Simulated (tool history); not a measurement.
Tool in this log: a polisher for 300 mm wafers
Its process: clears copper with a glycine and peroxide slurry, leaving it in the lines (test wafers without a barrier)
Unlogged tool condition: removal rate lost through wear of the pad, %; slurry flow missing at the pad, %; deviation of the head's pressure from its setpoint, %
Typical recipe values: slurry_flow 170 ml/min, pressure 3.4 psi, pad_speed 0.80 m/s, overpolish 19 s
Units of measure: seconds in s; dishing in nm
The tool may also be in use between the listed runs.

run    day  slurry_flow  pressure  pad_speed  overpolish  wafers since the last listed run  wafers polished on this pad  hours since the slurry nozzle was cleaned  hours since the head pressure was calibrated  incoming thickness of the incoming film, nm  seconds  dishing
  1  0.000          170       3.4       0.80          19                                 0                          163                                      797.5                                         409.2                                        441.8     60.1     73.1
  2  0.433          170       3.4       0.80          19                                72                          235                                      807.9                                         419.6                                        434.0     59.4     73.7
  3  1.450          125       3.4       0.64          19                               169                          404                                      832.3                                         444.0                                        429.6     73.1     63.6
  4  2.017          125       3.4       0.64          19                                94                          499                                      845.9                                         457.6                                        436.4     74.4     62.2
  5  3.104          170       3.4       0.80          19                               180                          679                                      872.0                                         483.7                                        441.2     61.7     73.3
     3.188  -- slurry nozzle cleaned
     3.479  -- head pressure recalibrated
     3.608  -- worn pad replaced by a new one
  6  3.629          170       3.4       0.80          19                                45                            3                                       10.6                                           3.6                                        432.8     63.4     70.8
  7  3.750          170       3.4       0.80          19                                20                           23                                       13.5                                           6.5                                        437.3     64.3     67.4
  8  4.175          170       3.4       0.80          23                                70                           94                                       23.7                                          16.7                                        431.9     62.2     77.5
  9  4.496          170       3.4       0.80          23                                53                          147                                       31.4                                          24.4                                        434.6     63.7     76.5
 10  5.054          150       3.4       0.92          16                                92                          240                                       44.8                                          37.8                                        434.3     57.4     65.5
 11  5.646          125       2.3       0.90          19                                98                          338                                       59.0                                          52.0                                        432.4     80.0     56.5
 12  6.262          170       3.4       0.80          19                               102                          441                                       73.8                                          66.8                                        437.2     63.5     69.6
 13  6.546          120       3.4       0.70          19                                47                          488                                       80.6                                          73.6                                        441.7     74.0     64.6
 14  7.067          135       3.4       0.80           9                                86                          575                                       93.1                                          86.1                                        433.6     63.8     39.6
 15  7.667          170       4.3       0.80           8                                99                          675                                      107.5                                         100.5                                        439.7     51.6     44.0
 16  7.929          220       3.8       1.04          29                                43                          718                                      113.8                                         106.8                                        441.5     44.9    103.7
 17  8.304          170       4.0       0.68          11                                62                          781                                      122.8                                         115.8                                        442.1     63.6     48.0
     8.688  -- worn pad replaced by a new one
 18  8.788          170       2.9       0.80          15                                52                           16                                      134.4                                         127.4                                        435.2     68.8     56.7

Below are 3 alternative next runs, each starting from the tool's condition after run 18. Predict each:
  A  8.808          170       3.4       1.00          19                                 3                           20                                      134.9                                         127.9                                        433.1        ?        ?
  B  8.808          210       3.4       0.94          19                                 3                           20                                      134.9                                         127.9                                        433.1        ?        ?
  C  8.808          125       3.4       1.08          22                                 3                           20                                      134.9                                         127.9                                        433.1        ?        ?

run  seconds  dishing
  A     49.9     76.5
  B     51.5     75.4
  C     48.2     83.7
The same runs, with their run-to-run variation unchanged, on a tool lacking any hidden condition would have given:
run  seconds  dishing
  A     52.7     73.8
  B     54.4     72.7
  C     51.0     81.0
